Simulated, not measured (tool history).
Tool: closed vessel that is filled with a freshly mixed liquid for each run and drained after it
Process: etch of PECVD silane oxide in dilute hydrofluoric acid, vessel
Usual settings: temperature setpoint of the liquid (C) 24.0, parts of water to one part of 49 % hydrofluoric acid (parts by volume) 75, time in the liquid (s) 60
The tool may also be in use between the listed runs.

run,hour,temperature setpoint of the liquid (C),parts of water to one part of 49 % hydrofluoric acid (parts by volume),time in the liquid (s),"read-back film thickness of the PECVD silane oxide reference wafer, read on the same gauge (nm)",thickness taken off the PECVD silane oxide on a monitor wafer (angstrom)
1,0.0,24.0,75,60,90.02,333.4
2,14.9,24.0,75,60,89.99,332.1
3,48.3,24.0,75,60,90.02,335.7
4,70.0,24.0,60,60,89.98,429.4
5,95.9,24.0,60,60,90.01,429.4
6,117.9,24.0,60,60,90.03,428.2
7,141.0,24.0,75,60,90.01,338.7
8,161.3,24.0,75,60,89.99,332.6
9,175.1,24.0,75,60,90.01,333.1
# hour 184.0: gauge calibrated
10,187.8,24.0,75,60,90.00,336.9
11,218.9,24.0,75,50,90.03,276.1
# hour 232.4: hydrofluoric acid flow meter replaced
12,243.7,24.0,75,50,90.02,278.0
13,267.5,24.0,75,80,90.02,448.5
14,288.1,24.0,45,60,89.99,586.5
# hour 345.3: thermometer replaced
15,354.9,24.0,75,60,90.00,334.4
16,382.7,24.0,75,80,90.00,446.6
17,417.6,27.0,85,35,90.01,190.1
18,433.3,24.0,55,60,90.01,471.3
19,446.6,21.0,55,90,90.01,628.9
20,468.2,24.0,45,60,89.99,579.0
21,495.8,24.0,100,60,89.99,245.2
22,522.5,24.0,110,35,90.03,128.2
23,557.1,24.0,75,60,89.99,334.1
24,583.5,24.0,75,30,90.02,168.1

4 ways to go on from here, each from the tool as it stands after run 24. What would each give?
A,584.2,24.0,75,60,?,?
B,584.2,21.0,75,90,?,?
C,584.2,19.5,90,80,?,?
D,584.2,29.0,75,50,?,?

run,"read-back film thickness of the PECVD silane oxide reference wafer, read on the same gauge (nm)",thickness taken off the PECVD silane oxide on a monitor wafer (angstrom)
A,90.01,334.1
B,90.01,443.3
C,90.01,303.3
D,90.01,339.2
Without the tool's hidden state the same runs would have given:
run,thickness taken off the PECVD silane oxide on a monitor wafer (angstrom)
A,334.1
B,443.3
C,303.3
D,339.2
